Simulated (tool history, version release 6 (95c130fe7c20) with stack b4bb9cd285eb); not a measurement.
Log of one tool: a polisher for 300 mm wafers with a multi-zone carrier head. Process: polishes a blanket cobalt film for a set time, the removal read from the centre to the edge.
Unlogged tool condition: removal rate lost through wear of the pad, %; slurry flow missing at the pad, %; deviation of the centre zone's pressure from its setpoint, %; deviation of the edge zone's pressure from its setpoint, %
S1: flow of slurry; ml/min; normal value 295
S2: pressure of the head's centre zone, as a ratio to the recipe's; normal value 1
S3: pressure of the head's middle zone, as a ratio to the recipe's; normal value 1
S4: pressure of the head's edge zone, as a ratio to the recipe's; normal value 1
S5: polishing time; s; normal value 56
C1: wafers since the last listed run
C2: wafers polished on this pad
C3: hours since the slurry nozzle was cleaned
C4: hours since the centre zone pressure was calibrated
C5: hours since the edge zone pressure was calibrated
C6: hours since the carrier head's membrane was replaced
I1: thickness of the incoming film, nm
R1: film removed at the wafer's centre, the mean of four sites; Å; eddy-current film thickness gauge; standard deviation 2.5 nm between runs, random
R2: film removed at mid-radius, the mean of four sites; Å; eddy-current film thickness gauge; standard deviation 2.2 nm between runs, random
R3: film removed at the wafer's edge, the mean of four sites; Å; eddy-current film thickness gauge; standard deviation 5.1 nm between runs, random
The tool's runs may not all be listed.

| run | hour | S1 | S2 | S3 | S4 | S5 | C1 | C2 | C3 | C4 | C5 | C6 | I1 | R1 | R2 | R3 |
|---|---|---|---|---|---|---|---|---|---|---|---|---|---|---|---|---|
| 1 | 0 | 295 | 1.07 | 1 | 1 | 56 | 0 | 2242 | 85.6 | 904.2 | 732.5 | 1153.4 | 1255.9 | 4062 | 3434 | 3460 |
|  | 34.7 | centre zone pressure recalibrated |
| 2 | 52.8 | 295 | 1.07 | 1 | 1 | 56 | 628 | 2871 | 138.4 | 18.1 | 785.3 | 1206.2 | 1228.4 | 3757 | 3435 | 3585 |
| 3 | 89.5 | 295 | 1.07 | 1 | 1 | 56 | 453 | 3324 | 175.1 | 54.8 | 822 | 1242.9 | 1261.3 | 3733 | 3430 | 3551 |
|  | 95.5 | worn pad replaced by a new one, of another model than before |
| 4 | 116.3 | 295 | 1.03 | 1 | 1 | 70 | 281 | 257 | 201.9 | 81.6 | 848.8 | 1269.7 | 1246.4 | 4549 | 4302 | 4440 |
| 5 | 151 | 295 | 1.03 | 1 | 1 | 70 | 429 | 686 | 236.6 | 116.3 | 883.5 | 1304.4 | 1224 | 4515 | 4272 | 4441 |
| 6 | 175.6 | 295 | 0.95 | 1 | 1 | 61 | 304 | 991 | 261.2 | 140.9 | 908.1 | 1329 | 1259.9 | 3718 | 3734 | 3868 |
|  | 199.3 | slurry nozzle cleaned |
| 7 | 232.4 | 295 | 0.95 | 1 | 1 | 61 | 690 | 1681 | 33.1 | 197.7 | 964.9 | 1385.8 | 1238.6 | 3734 | 3690 | 3870 |
| 8 | 281 | 295 | 0.95 | 1 | 1 | 61 | 601 | 2282 | 81.7 | 246.3 | 1013.5 | 1434.4 | 1267.9 | 3761 | 3753 | 3862 |
| 9 | 310.6 | 295 | 1 | 1 | 1 | 56 | 366 | 2648 | 111.3 | 275.9 | 1043.1 | 1464 | 1222.3 | 3583 | 3418 | 3461 |
|  | 354.2 | worn pad replaced by a new one |
| 10 | 356.8 | 250 | 1 | 0.95 | 0.9 | 69 | 521 | 31 | 157.5 | 322.1 | 1089.3 | 1510.2 | 1242.9 | 4381 | 4015 | 4118 |
| 11 | 382.9 | 350 | 1 | 1 | 0.91 | 56 | 322 | 354 | 183.6 | 348.2 | 1115.4 | 1536.3 | 1264.8 | 3716 | 3437 | 3452 |
| 12 | 423.3 | 395 | 1 | 0.95 | 1.08 | 56 | 499 | 854 | 224 | 388.6 | 1155.8 | 1576.7 | 1235.6 | 3731 | 3398 | 3734 |
|  | 434 | slurry nozzle cleaned |
| 13 | 453.3 | 295 | 1 | 1 | 1 | 56 | 358 | 1212 | 19.3 | 418.6 | 1185.8 | 1606.7 | 1245.1 | 3686 | 3477 | 3515 |

Estimate the outcome of run 14 from the log above:
|  | 467.1 | carrier head's membrane replaced by a new one |
| 14 | 500.8 | 295 | 1 | 1 | 1 | 56 | 525 | 1738 | 66.8 | 466.1 | 1233.3 | 33.7 | 1265.3 | ? | ? | ? |

Run 14 came out at R1 3649 Å, R2 3406 Å, R3 3518 Å.
Were there no unlogged condition in the tool, this run, its random variation unchanged, would have produced R1 3466 Å, R2 3407 Å, R3 3518 Å.
